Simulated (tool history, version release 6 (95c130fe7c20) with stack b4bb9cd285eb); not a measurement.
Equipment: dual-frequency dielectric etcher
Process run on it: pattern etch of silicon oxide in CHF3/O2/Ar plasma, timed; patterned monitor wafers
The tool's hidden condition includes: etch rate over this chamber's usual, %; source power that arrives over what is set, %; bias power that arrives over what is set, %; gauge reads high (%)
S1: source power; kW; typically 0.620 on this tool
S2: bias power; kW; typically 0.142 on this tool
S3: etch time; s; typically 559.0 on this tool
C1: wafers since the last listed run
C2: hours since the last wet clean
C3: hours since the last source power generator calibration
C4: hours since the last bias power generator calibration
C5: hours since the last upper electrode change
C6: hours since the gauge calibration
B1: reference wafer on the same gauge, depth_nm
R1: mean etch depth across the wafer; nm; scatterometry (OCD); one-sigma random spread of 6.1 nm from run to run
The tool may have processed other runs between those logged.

run 1 hour=0.0 | S1=0.620 S2=0.142 S3=660.0 | C1=0 C2=390.2 C3=1765.8 C4=1246.6 C5=5027.5 C6=648.6 | B1=818.1 | R1=1129.8
run 2 hour=15.4 | S1=0.620 S2=0.142 S3=660.0 | C1=38 C2=405.6 C3=1781.2 C4=1262.0 C5=5042.9 C6=664.0 | B1=819.2 | R1=1121.7
run 3 hour=34.1 | S1=0.620 S2=0.142 S3=600.0 | C1=46 C2=424.3 C3=1799.9 C4=1280.7 C5=5061.6 C6=682.7 | B1=818.2 | R1=1005.7
-- hour=47.5 gauge calibrated
run 4 hour=69.5 | S1=0.620 S2=0.142 S3=559.0 | C1=88 C2=459.7 C3=1835.3 C4=1316.1 C5=5097.0 C6=22.0 | B1=817.9 | R1=965.4
run 5 hour=97.1 | S1=0.530 S2=0.142 S3=559.0 | C1=69 C2=487.3 C3=1862.9 C4=1343.7 C5=5124.6 C6=49.6 | B1=816.1 | R1=894.7
-- hour=101.9 source power generator calibrated
run 6 hour=125.3 | S1=0.530 S2=0.142 S3=559.0 | C1=60 C2=515.5 C3=23.4 C4=1371.9 C5=5152.8 C6=77.8 | B1=814.9 | R1=911.6
run 7 hour=150.2 | S1=0.620 S2=0.142 S3=490.5 | C1=62 C2=540.4 C3=48.3 C4=1396.8 C5=5177.7 C6=102.7 | B1=816.3 | R1=842.1
run 8 hour=170.6 | S1=0.620 S2=0.142 S3=490.5 | C1=51 C2=560.8 C3=68.7 C4=1417.2 C5=5198.1 C6=123.1 | B1=817.6 | R1=848.3
run 9 hour=199.7 | S1=0.620 S2=0.142 S3=559.0 | C1=72 C2=589.9 C3=97.8 C4=1446.3 C5=5227.2 C6=152.2 | B1=817.4 | R1=964.5
-- hour=214.6 bias power generator calibrated
-- hour=249.9 wet clean of the chamber
run 10 hour=250.4 | S1=0.520 S2=0.173 S3=425.5 | C1=56 C2=0.5 C3=148.5 C4=35.8 C5=5277.9 C6=202.9 | B1=817.8 | R1=697.3
run 11 hour=250.9 | S1=0.770 S2=0.130 S3=624.0 | C1=1 C2=1.0 C3=149.0 C4=36.3 C5=5278.4 C6=203.4 | B1=815.5 | R1=1089.2
run 12 hour=275.2 | S1=0.530 S2=0.172 S3=559.0 | C1=60 C2=25.3 C3=173.3 C4=60.6 C5=5302.7 C6=227.7 | B1=816.7 | R1=913.7
run 13 hour=302.1 | S1=0.620 S2=0.142 S3=559.0 | C1=67 C2=52.2 C3=200.2 C4=87.5 C5=5329.6 C6=254.6 | B1=819.7 | R1=923.5
run 14 hour=316.8 | S1=0.480 S2=0.175 S3=506.5 | C1=36 C2=66.9 C3=214.9 C4=102.2 C5=5344.3 C6=269.3 | B1=816.4 | R1=800.1
-- hour=348.0 upper electrode replaced
run 15 hour=348.5 | S1=0.620 S2=0.142 S3=559.0 | C1=19 C2=98.6 C3=246.6 C4=133.9 C5=0.5 C6=301.0 | B1=814.6 | R1=929.7
run 16 hour=370.7 | S1=0.570 S2=0.107 S3=609.0 | C1=55 C2=120.8 C3=268.8 C4=156.1 C5=22.7 C6=323.2 | B1=818.4 | R1=888.3
run 17 hour=386.8 | S1=0.620 S2=0.142 S3=559.0 | C1=40 C2=136.9 C3=284.9 C4=172.2 C5=38.8 C6=339.3 | B1=819.2 | R1=922.9
run 18 hour=408.0 | S1=0.620 S2=0.128 S3=662.0 | C1=53 C2=158.1 C3=306.1 C4=193.4 C5=60.0 C6=360.5 | B1=817.4 | R1=1064.8
run 19 hour=442.3 | S1=0.760 S2=0.128 S3=469.0 | C1=85 C2=192.4 C3=340.4 C4=227.7 C5=94.3 C6=394.8 | B1=817.6 | R1=825.2
run 20 hour=473.5 | S1=0.620 S2=0.142 S3=508.5 | C1=78 C2=223.6 C3=371.6 C4=258.9 C5=125.5 C6=426.0 | B1=818.1 | R1=854.8
run 21 hour=487.3 | S1=0.620 S2=0.119 S3=559.0 | C1=34 C2=237.4 C3=385.4 C4=272.7 C5=139.3 C6=439.8 | B1=817.8 | R1=880.2
run 22 hour=499.9 | S1=0.620 S2=0.142 S3=508.5 | C1=31 C2=250.0 C3=398.0 C4=285.3 C5=151.9 C6=452.4 | B1=820.6 | R1=846.7
run 23 hour=524.4 | S1=0.740 S2=0.160 S3=634.0 | C1=61 C2=274.5 C3=422.5 C4=309.8 C5=176.4 C6=476.9 | B1=815.0 | R1=1201.8
run 24 hour=552.0 | S1=0.550 S2=0.142 S3=487.5 | C1=69 C2=302.1 C3=450.1 C4=337.4 C5=204.0 C6=504.5 | B1=816.3 | R1=774.5
run 25 hour=587.9 | S1=0.620 S2=0.163 S3=625.5 | C1=89 C2=338.0 C3=486.0 C4=373.3 C5=239.9 C6=540.4 | B1=813.4 | R1=1116.2
run 26 hour=621.1 | S1=0.550 S2=0.111 S3=475.5 | C1=83 C2=371.2 C3=519.2 C4=406.5 C5=273.1 C6=573.6 | B1=815.6 | R1=712.5
run 27 hour=647.5 | S1=0.620 S2=0.152 S3=512.0 | C1=66 C2=397.6 C3=545.6 C4=432.9 C5=299.5 C6=600.0 | B1=817.5 | R1=890.0
run 28 hour=674.3 | S1=0.620 S2=0.142 S3=716.0 | C1=67 C2=424.4 C3=572.4 C4=459.7 C5=326.3 C6=626.8 | B1=816.7 | R1=1219.5
-- hour=679.0 gauge calibrated
run 29 hour=709.3 | S1=0.620 S2=0.142 S3=559.0 | C1=87 C2=459.4 C3=607.4 C4=494.7 C5=361.3 C6=30.3 | B1=818.5 | R1=968.3
run 30 hour=731.6 | S1=0.620 S2=0.159 S3=559.0 | C1=55 C2=481.7 C3=629.7 C4=517.0 C5=383.6 C6=52.6 | B1=818.2 | R1=993.0

What the log doesn't show, run by run:
source power that arrives over what is set, %: 0 on each run
bias power that arrives over what is set, %: 0 on each run
gauge reads high (%): 0 on each run
H1: etch rate over this chamber's usual, %
run=1 H1=3.34
run=2 H1=3.47
run=3 H1=3.64
run=4 H1=3.95
run=5 H1=4.19
run=6 H1=4.44
run=7 H1=4.66
run=8 H1=4.84
run=9 H1=5.09
run=10 H1=0.242
run=11 H1=0.247
run=12 H1=0.46
run=13 H1=0.697
run=14 H1=0.826
run=15 H1=1.1
run=16 H1=1.3
run=17 H1=1.44
run=18 H1=1.63
run=19 H1=1.93
run=20 H1=2.2
run=21 H1=2.32
run=22 H1=2.43
run=23 H1=2.65
run=24 H1=2.89
run=25 H1=3.21
run=26 H1=3.5
run=27 H1=3.73
run=28 H1=3.97
run=29 H1=4.27
run=30 H1=4.47

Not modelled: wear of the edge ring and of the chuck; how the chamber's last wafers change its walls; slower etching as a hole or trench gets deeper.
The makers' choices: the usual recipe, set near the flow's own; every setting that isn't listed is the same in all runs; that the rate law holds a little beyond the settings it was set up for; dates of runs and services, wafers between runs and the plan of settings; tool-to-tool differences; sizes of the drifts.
